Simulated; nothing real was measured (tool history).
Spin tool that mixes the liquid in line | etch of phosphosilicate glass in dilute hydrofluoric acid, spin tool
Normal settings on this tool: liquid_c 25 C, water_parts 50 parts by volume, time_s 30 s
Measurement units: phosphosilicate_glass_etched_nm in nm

| run | hour | liquid_c | water_parts | time_s | wafers since the last listed run | hours since the thermometer was replaced | hours since the hydrofluoric acid flow meter was replaced | hours since the gauge calibration | read-back film thickness of the phosphosilicate glass reference wafer, read on the same gauge (nm) | phosphosilicate_glass_etched_nm |
|---|---|---|---|---|---|---|---|---|---|---|
| 1 | 0 | 25 | 50 | 25 | 0 | 466.2 | 1981.9 | 798.6 | 140.01 | 85.77 |
| 2 | 60.4 | 25 | 50 | 25 | 570 | 526.6 | 2042.3 | 859 | 140.04 | 86.04 |
| 3 | 130.4 | 25 | 50 | 30 | 660 | 596.6 | 2112.3 | 929 | 140 | 102.4 |
| 4 | 182.1 | 25 | 50 | 30 | 488 | 648.3 | 2164 | 980.7 | 139.93 | 103.4 |
| 5 | 238.5 | 25 | 50 | 30 | 532 | 704.7 | 2220.4 | 1037.1 | 139.97 | 104.03 |
| 6 | 269.1 | 25 | 50 | 30 | 288 | 735.3 | 2251 | 1067.7 | 139.99 | 103.02 |
|  | 305.7 | gauge calibrated |
| 7 | 308.8 | 25 | 50 | 30 | 374 | 775 | 2290.7 | 3.1 | 140.01 | 103.89 |
| 8 | 371.3 | 25 | 50 | 30 | 590 | 837.5 | 2353.2 | 65.6 | 140.02 | 103.48 |
| 9 | 406.8 | 27 | 35 | 30 | 335 | 873 | 2388.7 | 101.1 | 140.01 | 162.75 |
|  | 416.7 | thermometer replaced |
| 10 | 438.9 | 29.5 | 50 | 30 | 293 | 22.2 | 2420.8 | 133.2 | 140.02 | 125.92 |
| 11 | 468.2 | 25 | 50 | 30 | 276 | 51.5 | 2450.1 | 162.5 | 139.94 | 104.65 |
| 12 | 499 | 25 | 50 | 30 | 290 | 82.3 | 2480.9 | 193.3 | 140.02 | 104.47 |
| 13 | 569.8 | 28 | 35 | 20 | 668 | 153.1 | 2551.7 | 264.1 | 140 | 115.61 |
| 14 | 605.2 | 29.5 | 75 | 45 | 334 | 188.5 | 2587.1 | 299.5 | 140.03 | 122.46 |
| 15 | 668.8 | 25 | 50 | 30 | 600 | 252.1 | 2650.7 | 363.1 | 140.02 | 105.85 |
|  | 678.7 | hydrofluoric acid flow meter replaced |
| 16 | 735 | 26.5 | 50 | 25 | 615 | 318.3 | 56.3 | 429.3 | 140.04 | 82.9 |
| 17 | 787.8 | 22.5 | 50 | 30 | 498 | 371.1 | 109.1 | 482.1 | 140.01 | 84.86 |
| 18 | 842.8 | 25 | 50 | 40 | 519 | 426.1 | 164.1 | 537.1 | 140.02 | 126.14 |
| 19 | 887.4 | 25 | 35 | 30 | 421 | 470.7 | 208.7 | 581.7 | 140.04 | 139.1 |

Each run again, without the hidden state but with its own random variation kept:
What the log doesn't record here: liquid hotter than its thermometer reads (K); hydrofluoric acid flow above the setpoint (%); gauge reads high (%).
| run | phosphosilicate_glass_etched_nm |
|---|---|
| 1 | 76.59 |
| 2 | 76.62 |
| 3 | 90.88 |
| 4 | 91.55 |
| 5 | 91.88 |
| 6 | 90.85 |
| 7 | 91.47 |
| 8 | 90.84 |
| 9 | 142.93 |
| 10 | 110.09 |
| 11 | 91.47 |
| 12 | 91.19 |
| 13 | 100.76 |
| 14 | 105.82 |
| 15 | 91.68 |
| 16 | 80.93 |
| 17 | 82.64 |
| 18 | 122.49 |
| 19 | 134.86 |
